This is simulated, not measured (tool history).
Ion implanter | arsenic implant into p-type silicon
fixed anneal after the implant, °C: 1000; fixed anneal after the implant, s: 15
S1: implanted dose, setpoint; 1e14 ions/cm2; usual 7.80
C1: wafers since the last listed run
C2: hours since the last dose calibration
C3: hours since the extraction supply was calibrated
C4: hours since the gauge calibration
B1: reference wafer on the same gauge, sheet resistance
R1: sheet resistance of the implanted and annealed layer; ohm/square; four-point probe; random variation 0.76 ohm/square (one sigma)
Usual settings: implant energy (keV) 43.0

run 1 hour=0.0 | S1=7.80 implant_energy_(keV)=43.0 | C1=0 C2=239.1 C3=4542.0 C4=314.8 | B1=159.74 | R1=135.16
run 2 hour=16.3 | S1=7.80 implant_energy_(keV)=43.0 | C1=247 C2=255.4 C3=4558.3 C4=331.1 | B1=159.82 | R1=135.38
run 3 hour=35.4 | S1=7.80 implant_energy_(keV)=51.5 | C1=289 C2=274.5 C3=4577.4 C4=350.2 | B1=160.04 | R1=132.76
run 4 hour=47.6 | S1=7.80 implant_energy_(keV)=51.5 | C1=185 C2=286.7 C3=4589.6 C4=362.4 | B1=160.10 | R1=132.07
run 5 hour=76.8 | S1=7.80 implant_energy_(keV)=49.0 | C1=442 C2=315.9 C3=4618.8 C4=391.6 | B1=160.12 | R1=131.05
run 6 hour=112.8 | S1=7.80 implant_energy_(keV)=49.0 | C1=545 C2=351.9 C3=4654.8 C4=427.6 | B1=159.89 | R1=131.47
run 7 hour=145.0 | S1=7.80 implant_energy_(keV)=36.0 | C1=488 C2=384.1 C3=4687.0 C4=459.8 | B1=159.93 | R1=138.80
run 8 hour=166.5 | S1=7.80 implant_energy_(keV)=36.0 | C1=326 C2=405.6 C3=4708.5 C4=481.3 | B1=159.95 | R1=138.85
run 9 hour=190.0 | S1=7.80 implant_energy_(keV)=43.0 | C1=356 C2=429.1 C3=4732.0 C4=504.8 | B1=159.92 | R1=134.92
run 10 hour=219.0 | S1=7.80 implant_energy_(keV)=43.0 | C1=439 C2=458.1 C3=4761.0 C4=533.8 | B1=159.88 | R1=132.46
run 11 hour=242.3 | S1=9.28 implant_energy_(keV)=47.0 | C1=353 C2=481.4 C3=4784.3 C4=557.1 | B1=159.95 | R1=115.98
-- hour=278.1 gauge calibrated
run 12 hour=309.9 | S1=9.28 implant_energy_(keV)=47.0 | C1=1025 C2=549.0 C3=4851.9 C4=31.8 | B1=160.13 | R1=115.72
run 13 hour=331.3 | S1=7.80 implant_energy_(keV)=43.0 | C1=324 C2=570.4 C3=4873.3 C4=53.2 | B1=159.83 | R1=131.58
run 14 hour=367.0 | S1=7.80 implant_energy_(keV)=35.5 | C1=541 C2=606.1 C3=4909.0 C4=88.9 | B1=159.93 | R1=137.72
run 15 hour=402.2 | S1=7.80 implant_energy_(keV)=43.0 | C1=533 C2=641.3 C3=4944.2 C4=124.1 | B1=160.01 | R1=131.41
run 16 hour=423.3 | S1=7.80 implant_energy_(keV)=43.0 | C1=319 C2=662.4 C3=4965.3 C4=145.2 | B1=160.13 | R1=131.06

Run 17 comes next. What will it give?
-- hour=436.7 Faraday cup replaced and dose calibrated
run 17 hour=456.2 | S1=9.79 implant_energy_(keV)=35.5 | C1=377 C2=19.5 C3=4998.2 C4=178.1 | B1=? | R1=?

{"run 17": {"B1": 160.07, "R1": 120.88}}
Without the tool's hidden state the same run would have given R1 121.40 ohm/square.
